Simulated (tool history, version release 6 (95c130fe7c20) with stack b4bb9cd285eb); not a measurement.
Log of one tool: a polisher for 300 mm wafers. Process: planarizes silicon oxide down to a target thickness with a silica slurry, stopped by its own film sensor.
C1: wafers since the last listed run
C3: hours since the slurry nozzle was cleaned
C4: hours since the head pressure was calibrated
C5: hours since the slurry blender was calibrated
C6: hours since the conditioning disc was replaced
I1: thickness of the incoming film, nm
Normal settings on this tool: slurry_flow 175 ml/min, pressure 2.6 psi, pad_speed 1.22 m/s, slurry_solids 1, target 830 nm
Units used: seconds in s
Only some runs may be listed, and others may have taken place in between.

run 1 hour=0 | slurry_flow=175 pressure=2.6 pad_speed=1.22 slurry_solids=1.1 target=830 | C1=0 wafers_polished_on_this_pad=1156 C3=214.9 C4=307.1 C5=276.8 C6=429.3 | I1=1143.2 | seconds=114.3
-- hour=3.6 slurry blender recalibrated
run 2 hour=17.2 | slurry_flow=175 pressure=2.6 pad_speed=1.22 slurry_solids=1 target=830 | C1=131 wafers_polished_on_this_pad=1287 C3=232.1 C4=324.3 C5=13.6 C6=446.5 | I1=1185.8 | seconds=136.7
run 3 hour=32.8 | slurry_flow=175 pressure=2.6 pad_speed=1.22 slurry_solids=1 target=830 | C1=134 wafers_polished_on_this_pad=1422 C3=247.7 C4=339.9 C5=29.2 C6=462.1 | I1=1164.4 | seconds=125.4
run 4 hour=49.8 | slurry_flow=190 pressure=2.6 pad_speed=1.22 slurry_solids=1 target=830 | C1=146 wafers_polished_on_this_pad=1569 C3=264.7 C4=356.9 C5=46.2 C6=479.1 | I1=1162.9 | seconds=123
-- hour=81.4 worn pad replaced by a new one
-- hour=82 conditioning disc replaced and pad reconditioned
-- hour=117.8 slurry nozzle cleaned
run 5 hour=123.1 | slurry_flow=175 pressure=2 pad_speed=1.22 slurry_solids=1 target=830 | C1=585 wafers_polished_on_this_pad=346 C3=5.3 C4=430.2 C5=119.5 C6=41.1 | I1=1146.2 | seconds=142.6
run 6 hour=170.9 | slurry_flow=175 pressure=2 pad_speed=1.22 slurry_solids=1 target=830 | C1=413 wafers_polished_on_this_pad=760 C3=53.1 C4=478 C5=167.3 C6=88.9 | I1=1147.7 | seconds=142.5
run 7 hour=190.5 | slurry_flow=175 pressure=2.6 pad_speed=1.22 slurry_solids=1.05 target=830 | C1=169 wafers_polished_on_this_pad=929 C3=72.7 C4=497.6 C5=186.9 C6=108.5 | I1=1142.5 | seconds=112.8
-- hour=193.4 head pressure recalibrated
run 8 hour=233.1 | slurry_flow=175 pressure=2.6 pad_speed=1.22 slurry_solids=1.05 target=830 | C1=351 wafers_polished_on_this_pad=1280 C3=115.3 C4=39.7 C5=229.5 C6=151.1 | I1=1168.7 | seconds=120.1
-- hour=250.5 worn pad replaced by a new one
run 9 hour=266.3 | slurry_flow=175 pressure=2.6 pad_speed=1.22 slurry_solids=1.05 target=830 | C1=252 wafers_polished_on_this_pad=136 C3=148.5 C4=72.9 C5=262.7 C6=184.3 | I1=1147 | seconds=113
-- hour=275.5 slurry blender recalibrated
run 10 hour=290.4 | slurry_flow=145 pressure=2.6 pad_speed=1.22 slurry_solids=1 target=887 | C1=191 wafers_polished_on_this_pad=327 C3=172.6 C4=97 C5=14.9 C6=208.4 | I1=1159 | seconds=100.5
run 11 hour=315.7 | slurry_flow=210 pressure=2.6 pad_speed=1.22 slurry_solids=1.3 target=783 | C1=218 wafers_polished_on_this_pad=546 C3=197.9 C4=122.3 C5=40.2 C6=233.7 | I1=1161 | seconds=124.6
run 12 hour=343.5 | slurry_flow=175 pressure=3.1 pad_speed=1.22 slurry_solids=1.1 target=881 | C1=240 wafers_polished_on_this_pad=787 C3=225.7 C4=150.1 C5=68 C6=261.5 | I1=1172 | seconds=90.2
run 13 hour=372.2 | slurry_flow=175 pressure=2.6 pad_speed=0.94 slurry_solids=1 target=935 | C1=248 wafers_polished_on_this_pad=1035 C3=254.4 C4=178.8 C5=96.7 C6=290.2 | I1=1146.3 | seconds=92.5
run 14 hour=393.1 | slurry_flow=175 pressure=2.6 pad_speed=1.02 slurry_solids=1.1 target=830 | C1=180 wafers_polished_on_this_pad=1215 C3=275.3 C4=199.7 C5=117.6 C6=311.1 | I1=1177 | seconds=142.1
run 15 hour=409.9 | slurry_flow=175 pressure=3.3 pad_speed=0.84 slurry_solids=1 target=830 | C1=145 wafers_polished_on_this_pad=1361 C3=292.1 C4=216.5 C5=134.4 C6=327.9 | I1=1173.9 | seconds=130.7
run 16 hour=426.9 | slurry_flow=175 pressure=3 pad_speed=1.5 slurry_solids=1 target=830 | C1=146 wafers_polished_on_this_pad=1508 C3=309.1 C4=233.5 C5=151.4 C6=344.9 | I1=1155.7 | seconds=94.8
-- hour=446.6 worn pad replaced by a new one
run 17 hour=447.8 | slurry_flow=175 pressure=3.3 pad_speed=0.8 slurry_solids=0.8 target=762 | C1=146 wafers_polished_on_this_pad=10 C3=330 C4=254.4 C5=172.3 C6=365.8 | I1=1153.1 | seconds=167.7
run 18 hour=471.3 | slurry_flow=175 pressure=2.6 pad_speed=1.22 slurry_solids=1.05 target=830 | C1=203 wafers_polished_on_this_pad=213 C3=353.5 C4=277.9 C5=195.8 C6=389.3 | I1=1181.3 | seconds=133.7
run 19 hour=501.7 | slurry_flow=175 pressure=2.6 pad_speed=1.22 slurry_solids=1.1 target=830 | C1=262 wafers_polished_on_this_pad=476 C3=383.9 C4=308.3 C5=226.2 C6=419.7 | I1=1166.4 | seconds=126.6
run 20 hour=517.6 | slurry_flow=175 pressure=3 pad_speed=1.08 slurry_solids=1 target=730 | C1=137 wafers_polished_on_this_pad=613 C3=399.8 C4=324.2 C5=242.1 C6=435.6 | I1=1159 | seconds=159.6

Estimate the outcome of run 21 from the log above:
-- hour=521.8 slurry blender recalibrated
-- hour=523.9 slurry nozzle cleaned
run 21 hour=547.4 | slurry_flow=175 pressure=2.6 pad_speed=1.22 slurry_solids=1 target=830 | C1=231 wafers_polished_on_this_pad=845 C3=23.5 C4=354 C5=25.6 C6=465.4 | I1=1147.4 | seconds=?

Run 21 yielded seconds 113.3 s.
If the tool had no hidden condition, the same run with the same run-to-run variation would have returned seconds 112.3 s.
